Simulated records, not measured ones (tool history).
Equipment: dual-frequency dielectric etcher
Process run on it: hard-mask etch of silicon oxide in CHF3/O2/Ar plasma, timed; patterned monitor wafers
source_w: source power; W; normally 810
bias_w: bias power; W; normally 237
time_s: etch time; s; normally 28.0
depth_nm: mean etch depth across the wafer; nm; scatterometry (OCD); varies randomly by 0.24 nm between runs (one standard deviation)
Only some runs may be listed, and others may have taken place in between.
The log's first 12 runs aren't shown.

run,day,source_w,bias_w,time_s,wafers since the last listed run,hours since the last wet clean,hours since the last source power generator calibration,hours since the last bias power generator calibration,hours since the last upper electrode change,hours since the gauge calibration,"read-back reference wafer on the same gauge, depth_nm",depth_nm
13,12.879,940,237,28.0,167,137.2,2134.9,52.6,2873.9,93.3,61.6,77.7
14,13.879,980,182,32.5,249,161.2,2158.9,76.6,2897.9,117.3,61.6,79.7
15,14.767,810,268,32.5,221,182.5,2180.2,97.9,2919.2,138.6,61.7,91.4
16,16.012,810,237,34.0,310,212.4,2210.1,127.8,2949.1,168.5,61.7,89.9
17,17.142,810,237,28.0,281,239.5,2237.2,154.9,2976.2,195.6,61.7,73.6
18,18.604,810,237,28.0,364,274.6,2272.3,190.0,3011.3,230.7,61.8,73.7
19,19.754,810,220,28.0,286,302.2,2299.9,217.6,3038.9,258.3,61.8,71.1
20,21.112,700,184,28.0,338,334.8,2332.5,250.2,3071.5,290.9,61.9,61.4
# day 22.858: upper electrode replaced
21,22.879,810,214,25.5,190,377.2,2374.9,292.6,0.5,333.3,62.0,64.3
# day 23.996: source power generator calibrated
22,24.017,810,210,28.0,241,404.5,0.5,319.9,27.8,360.6,62.2,69.7
23,24.775,810,217,25.5,188,422.7,18.7,338.1,46.0,378.8,62.2,64.8
24,25.462,920,237,28.0,171,439.2,35.2,354.6,62.5,395.3,62.2,77.4
25,26.000,810,237,23.0,133,452.1,48.1,367.5,75.4,408.2,62.2,61.2
26,27.250,810,237,28.0,311,482.1,78.1,397.5,105.4,438.2,62.4,74.6
27,28.225,810,192,33.0,242,505.5,101.5,420.9,128.8,461.6,62.3,78.8
28,29.188,960,214,23.0,239,528.6,124.6,444.0,151.9,484.7,62.5,61.6
# day 32.188: wet clean of the chamber
29,32.729,810,237,28.0,633,13.0,209.6,529.0,236.9,569.7,62.8,75.4
30,33.792,760,205,24.5,264,38.5,235.1,554.5,262.4,595.2,63.0,59.9

What if the next run were any one of these 4? Each begins from the tool's condition after run 30:
A,33.808,630,237,28.0,4,38.9,235.5,554.9,262.8,595.6,?,?
B,33.808,710,281,31.5,4,38.9,235.5,554.9,262.8,595.6,?,?
C,33.808,860,206,24.0,4,38.9,235.5,554.9,262.8,595.6,?,?
D,33.808,810,218,28.0,4,38.9,235.5,554.9,262.8,595.6,?,?

run,"read-back reference wafer on the same gauge, depth_nm",depth_nm
A,62.9,69.2
B,62.9,88.3
C,62.9,61.3
D,62.9,72.2
The same runs, with their run-to-run variation unchanged, on a tool lacking any hidden condition would have given:
run,depth_nm
A,67.7
B,86.4
C,60.0
D,70.6

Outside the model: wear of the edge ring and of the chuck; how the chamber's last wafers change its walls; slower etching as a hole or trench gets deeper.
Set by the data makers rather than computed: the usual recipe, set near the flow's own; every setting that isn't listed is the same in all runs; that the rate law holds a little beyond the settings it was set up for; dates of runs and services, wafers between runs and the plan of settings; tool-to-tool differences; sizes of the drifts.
